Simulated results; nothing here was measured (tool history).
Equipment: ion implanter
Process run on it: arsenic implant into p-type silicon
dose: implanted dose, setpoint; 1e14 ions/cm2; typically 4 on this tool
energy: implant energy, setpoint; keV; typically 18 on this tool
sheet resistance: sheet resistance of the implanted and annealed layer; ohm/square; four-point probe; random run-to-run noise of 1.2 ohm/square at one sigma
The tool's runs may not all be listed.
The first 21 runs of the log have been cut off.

run    hour  dose  energy  read-back reference wafer on the same gauge, sheet resistance  sheet resistance
 22    1630     4      18                                                         304.53            266.09
 23  1669.7  2.82      18                                                         303.93            348.03
 24  1858.2  5.17      20                                                         304.12            220.16
     1872.1  -- extraction supply calibrated
 25  1944.5  2.84    19.5                                                         302.68            339.36
 26  2049.4     4      18                                                         303.29            264.95
 27  2103.2     4      14                                                         302.57            273.04
 28  2141.5  3.02      12                                                         302.86            345.12
     2146.9  -- gauge calibrated
 29  2229.9  3.49      20                                                         312.26            295.99
 30  2333.3     4      18                                                         311.51            274.44
 31  2432.3  3.38      24                                                         311.87             297.3
 32  2497.5  3.15      20                                                         311.07            318.49
 33  2538.8     4      18                                                         310.79            272.95
 34    2587  5.01      18                                                         310.92            232.09
 35    2664     4      18                                                          310.7            272.42
 36  2718.9  3.21      24                                                         311.07            306.01
 37  2762.1     4      18                                                         309.97            272.64

Below are 4 alternative next runs, each starting from the tool's condition after run 37. Predict each:
  A  2762.5  4.72      18                                                              ?                 ?
  B  2762.5   4.3    14.5                                                              ?                 ?
  C  2762.5  4.46      22                                                              ?                 ?
  D  2762.5  4.79      18                                                              ?                 ?

run  read-back reference wafer on the same gauge, sheet resistance  sheet resistance
  A                                                         310.64            243.35
  B                                                         310.64            267.46
  C                                                         310.64            246.02
  D                                                         310.64            240.89
With no hidden state in the tool, these same runs would have given:
run  sheet resistance
  A             243.8
  B            267.96
  C            246.48
  D            241.34
